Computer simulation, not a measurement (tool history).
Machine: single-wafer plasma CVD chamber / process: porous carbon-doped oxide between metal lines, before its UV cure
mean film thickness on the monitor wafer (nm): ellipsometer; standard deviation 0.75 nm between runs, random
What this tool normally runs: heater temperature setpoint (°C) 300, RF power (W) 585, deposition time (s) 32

| run | hour | heater temperature setpoint (°C) | RF power (W) | deposition time (s) | read-back reference wafer on the same gauge, thickness_nm | mean film thickness on the monitor wafer (nm) |
|---|---|---|---|---|---|---|
| 1 | 0 | 290 | 655 | 32 | 218.024 | 211.556 |
| 2 | 14.2 | 290 | 655 | 32 | 218.131 | 213.974 |
| 3 | 42.4 | 300 | 585 | 32 | 217.954 | 185.304 |
| 4 | 60.3 | 300 | 585 | 32 | 218.001 | 184.653 |
| 5 | 93.7 | 300 | 585 | 32 | 217.939 | 183.627 |
| 6 | 124.8 | 300 | 585 | 32 | 218.249 | 184.289 |
|  | 140.6 | RF generator calibrated |
| 7 | 141.1 | 300 | 585 | 32 | 218.213 | 188.782 |
| 8 | 168.7 | 300 | 585 | 35.2 | 217.819 | 207.484 |
| 9 | 200.1 | 300 | 585 | 32 | 218.017 | 188.891 |
| 10 | 220.5 | 300 | 585 | 32 | 217.986 | 187.586 |
| 11 | 237.5 | 307 | 555 | 27 | 218.155 | 148.173 |
| 12 | 259.5 | 286 | 585 | 32 | 217.985 | 206.783 |
|  | 301.8 | thermocouple changed; heater temperature recalibrated |
|  | 310.2 | showerhead replaced |
| 13 | 340.5 | 300 | 585 | 32 | 218.184 | 194.059 |
| 14 | 361.8 | 312 | 515 | 36.8 | 217.944 | 189.368 |
| 15 | 381.9 | 300 | 585 | 32 | 218.075 | 196.255 |
| 16 | 411.4 | 300 | 585 | 32 | 218.069 | 194.19 |
| 17 | 430.3 | 300 | 630 | 32 | 217.854 | 203.206 |
| 18 | 466 | 300 | 585 | 32 | 217.877 | 195.02 |
|  | 480 | gauge calibrated |
| 19 | 483.5 | 290 | 675 | 32 | 218.087 | 226.814 |
| 20 | 516.7 | 307 | 585 | 28.1 | 218.034 | 162.314 |
| 21 | 545.3 | 292 | 475 | 37.5 | 217.726 | 206.294 |
| 22 | 567.8 | 313 | 585 | 32 | 217.979 | 178.236 |
| 23 | 603.2 | 292 | 675 | 36.4 | 217.796 | 252.41 |
| 24 | 638.4 | 300 | 585 | 32 | 218.093 | 192.152 |
| 25 | 660.5 | 300 | 690 | 32 | 217.99 | 212.769 |
| 26 | 679.7 | 293 | 485 | 32 | 218.224 | 178.616 |
| 27 | 697.4 | 288 | 585 | 32 | 217.974 | 208.76 |
| 28 | 718 | 311 | 655 | 37.1 | 218.002 | 222.61 |
| 29 | 733 | 300 | 585 | 32 | 217.759 | 191.742 |
| 30 | 765.1 | 300 | 585 | 32 | 217.918 | 190.63 |
| 31 | 792.6 | 289 | 480 | 32 | 218.056 | 183.012 |
| 32 | 826.2 | 309 | 660 | 26.5 | 217.996 | 161.563 |
| 33 | 858.7 | 300 | 585 | 32 | 218.274 | 191.292 |
| 34 | 873 | 300 | 585 | 32 | 218.45 | 190.566 |
| 35 | 889.1 | 300 | 585 | 32 | 218.243 | 191.098 |

Had the tool no unlogged condition, and each run kept its random variation, what would the results have been?
Hidden conditions of the tool in this case: wafer temperature above the value expected at the setpoint (K); delivered RF power above the setpoint (%); gauge reads high (%).
| run | mean film thickness on the monitor wafer (nm) |
|---|---|
| 1 | 223.932 |
| 2 | 226.619 |
| 3 | 196.077 |
| 4 | 195.52 |
| 5 | 194.682 |
| 6 | 195.615 |
| 7 | 195 |
| 8 | 214.54 |
| 9 | 195.545 |
| 10 | 194.343 |
| 11 | 153.381 |
| 12 | 215.324 |
| 13 | 194.765 |
| 14 | 190.232 |
| 15 | 197.283 |
| 16 | 195.426 |
| 17 | 204.646 |
| 18 | 196.669 |
| 19 | 228.92 |
| 20 | 163.986 |
| 21 | 208.772 |
| 22 | 180.375 |
| 23 | 255.924 |
| 24 | 195.05 |
| 25 | 216.13 |
| 26 | 181.727 |
| 27 | 212.549 |
| 28 | 226.514 |
| 29 | 195.335 |
| 30 | 194.44 |
| 31 | 187.117 |
| 32 | 165.046 |
| 33 | 195.81 |
| 34 | 195.173 |
| 35 | 195.837 |

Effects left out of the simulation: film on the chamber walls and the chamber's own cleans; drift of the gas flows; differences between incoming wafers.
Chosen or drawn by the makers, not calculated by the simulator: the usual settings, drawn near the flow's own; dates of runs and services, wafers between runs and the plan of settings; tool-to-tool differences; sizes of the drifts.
